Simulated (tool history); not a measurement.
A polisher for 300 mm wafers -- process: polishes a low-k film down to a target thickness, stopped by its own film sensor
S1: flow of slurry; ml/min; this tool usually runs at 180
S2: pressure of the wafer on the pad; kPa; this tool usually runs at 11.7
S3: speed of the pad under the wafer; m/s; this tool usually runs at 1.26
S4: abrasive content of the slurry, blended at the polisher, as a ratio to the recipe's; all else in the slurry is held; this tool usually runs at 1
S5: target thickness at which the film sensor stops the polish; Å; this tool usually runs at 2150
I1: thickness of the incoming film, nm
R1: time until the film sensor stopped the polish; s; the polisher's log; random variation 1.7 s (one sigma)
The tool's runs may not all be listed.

run 1 hour=0 | S1=180 S2=11.7 S3=1.26 S4=1 S5=2150 | I1=259.6 | R1=93.4
run 2 hour=27.9 | S1=180 S2=11.7 S3=1.26 S4=1 S5=2150 | I1=254.9 | R1=86.9
run 3 hour=46.7 | S1=180 S2=11.7 S3=1.26 S4=1 S5=2150 | I1=260.9 | R1=98.8
run 4 hour=73 | S1=180 S2=11.7 S3=1.26 S4=1 S5=2150 | I1=261.9 | R1=98.2
-- hour=96.6 head pressure recalibrated
-- hour=105.5 worn pad replaced by a new one
run 5 hour=112.1 | S1=180 S2=11.7 S3=1.26 S4=1 S5=2150 | I1=260.5 | R1=105.5
run 6 hour=141.1 | S1=180 S2=11.7 S3=1.26 S4=1 S5=2150 | I1=259.5 | R1=100.3
-- hour=166.2 conditioning disc replaced and pad reconditioned
run 7 hour=221.9 | S1=180 S2=11.7 S3=1.26 S4=1 S5=2150 | I1=265.8 | R1=109.9
-- hour=228.6 slurry blender recalibrated
run 8 hour=253.1 | S1=180 S2=11.7 S3=1.26 S4=1 S5=2150 | I1=260.2 | R1=96.3
-- hour=276.2 worn pad replaced by a new one
run 9 hour=276.8 | S1=180 S2=11.7 S3=1.26 S4=1 S5=2150 | I1=254.7 | R1=84.1
-- hour=310.6 slurry nozzle cleaned
-- hour=374.5 head pressure recalibrated
run 10 hour=382.3 | S1=145 S2=11.7 S3=1.26 S4=1 S5=2150 | I1=261.4 | R1=111.1
run 11 hour=402.5 | S1=180 S2=11.7 S3=1.26 S4=1 S5=2150 | I1=255.9 | R1=93.2
-- hour=422.1 worn pad replaced by a new one
run 12 hour=437.3 | S1=130 S2=11.7 S3=1.26 S4=1 S5=2150 | I1=261.1 | R1=106.3
-- hour=442.3 conditioning disc replaced and pad reconditioned
-- hour=492.3 slurry blender recalibrated
run 13 hour=508.3 | S1=180 S2=11.7 S3=1.44 S4=1 S5=2260 | I1=261.6 | R1=68.9
run 14 hour=538.7 | S1=180 S2=10.3 S3=1.26 S4=1 S5=2210 | I1=261.1 | R1=98.4
-- hour=553.2 worn pad replaced by a new one
run 15 hour=565.4 | S1=180 S2=11.7 S3=1.26 S4=1 S5=2150 | I1=256.4 | R1=87.9
run 16 hour=593.2 | S1=205 S2=9 S3=1.68 S4=1 S5=2260 | I1=256.2 | R1=65
run 17 hour=606 | S1=180 S2=11.7 S3=1.26 S4=1 S5=2020 | I1=256.2 | R1=111.7

Consider 4 possible next runs. They are alternatives, not a sequence: every one starts from the tool as it was left by run 17. What does each give?
run A hour=606.5 | S1=180 S2=11.7 S3=1.26 S4=1 S5=2150 | I1=261.7 | R1=?
run B hour=606.5 | S1=180 S2=11.7 S3=1.64 S4=1 S5=2040 | I1=261.7 | R1=?
run C hour=606.5 | S1=180 S2=11.7 S3=1.58 S4=1 S5=2080 | I1=261.7 | R1=?
run D hour=606.5 | S1=130 S2=9 S3=1.26 S4=1 S5=2150 | I1=261.7 | R1=?

run=A R1=97.9
run=B R1=99.3
run=C R1=95.1
run=D R1=131.7
Stripped of hidden state, with their random variation kept, the same runs would have yielded:
run=A R1=107.6
run=B R1=109.2
run=C R1=104.5
run=D R1=144.9

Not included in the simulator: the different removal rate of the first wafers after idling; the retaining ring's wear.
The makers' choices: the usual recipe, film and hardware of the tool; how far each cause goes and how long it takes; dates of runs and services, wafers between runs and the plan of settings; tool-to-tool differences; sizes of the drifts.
